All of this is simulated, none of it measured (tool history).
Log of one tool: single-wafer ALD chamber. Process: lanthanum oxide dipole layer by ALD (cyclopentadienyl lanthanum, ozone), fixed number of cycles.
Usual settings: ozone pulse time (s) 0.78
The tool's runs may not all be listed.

run	hour	ozone pulse time (s)	wafers since the last listed run	hours since the last thermocouple change	hours since the last ozone generator service	hours since the showerhead was replaced	hours since the gauge calibration	read-back reference wafer on the same gauge, thickness_nm	mean film thickness on the monitor wafer (nm)
1	0	1.02	0	236.7	874.3	4394.1	430	0.448	0.455
2	99.4	1.02	1379	336.1	973.7	4493.5	529.4	0.448	0.464
3	178.5	1.02	1097	415.2	1052.8	4572.6	608.5	0.448	0.461
4	256	0.78	1075	492.7	1130.3	4650.1	686	0.448	0.426
5	339.7	0.78	1161	576.4	1214	4733.8	769.7	0.448	0.42
6	425	0.78	1183	661.7	1299.3	4819.1	855	0.449	0.421
# hour 436.5: showerhead replaced
# hour 445.6: ozone generator serviced
7	468.2	0.67	377	704.9	22.6	31.7	898.2	0.448	0.375
8	554.8	0.96	1201	791.5	109.2	118.3	984.8	0.447	0.423
# hour 597.7: ozone generator serviced, repeated, since the last time left the tool worse
9	604.6	0.92	580	841.3	6.9	168.1	1034.6	0.448	0.465
10	676.7	0.69	1000	913.4	79	240.2	1106.7	0.448	0.419
# hour 730.4: gauge calibrated
# hour 747.4: thermocouple changed; heater temperature recalibrated
11	760.9	0.78	1057	13.5	163.2	324.4	30.5	0.449	0.431
12	811.5	1	702	64.1	213.8	375	81.1	0.447	0.47
13	875.2	0.78	884	127.8	277.5	438.7	144.8	0.448	0.434
14	972.4	0.93	1348	225	374.7	535.9	242	0.448	0.45
15	1077.5	0.66	1458	330.1	479.8	641	347.1	0.448	0.398

Forecast each of these 5 alternatives for the next run:
A	1077.9	0.78	5	330.5	480.2	641.4	347.5	?	?
B	1077.9	1.03	5	330.5	480.2	641.4	347.5	?	?
C	1077.9	0.55	5	330.5	480.2	641.4	347.5	?	?
D	1077.9	1.07	5	330.5	480.2	641.4	347.5	?	?
E	1077.9	0.5	5	330.5	480.2	641.4	347.5	?	?

run	read-back reference wafer on the same gauge, thickness_nm	mean film thickness on the monitor wafer (nm)
A	0.449	0.422
B	0.449	0.461
C	0.449	0.372
D	0.449	0.466
E	0.449	0.358
Without the tool's hidden state the same runs would have given:
run	mean film thickness on the monitor wafer (nm)
A	0.439
B	0.475
C	0.39
D	0.48
E	0.377
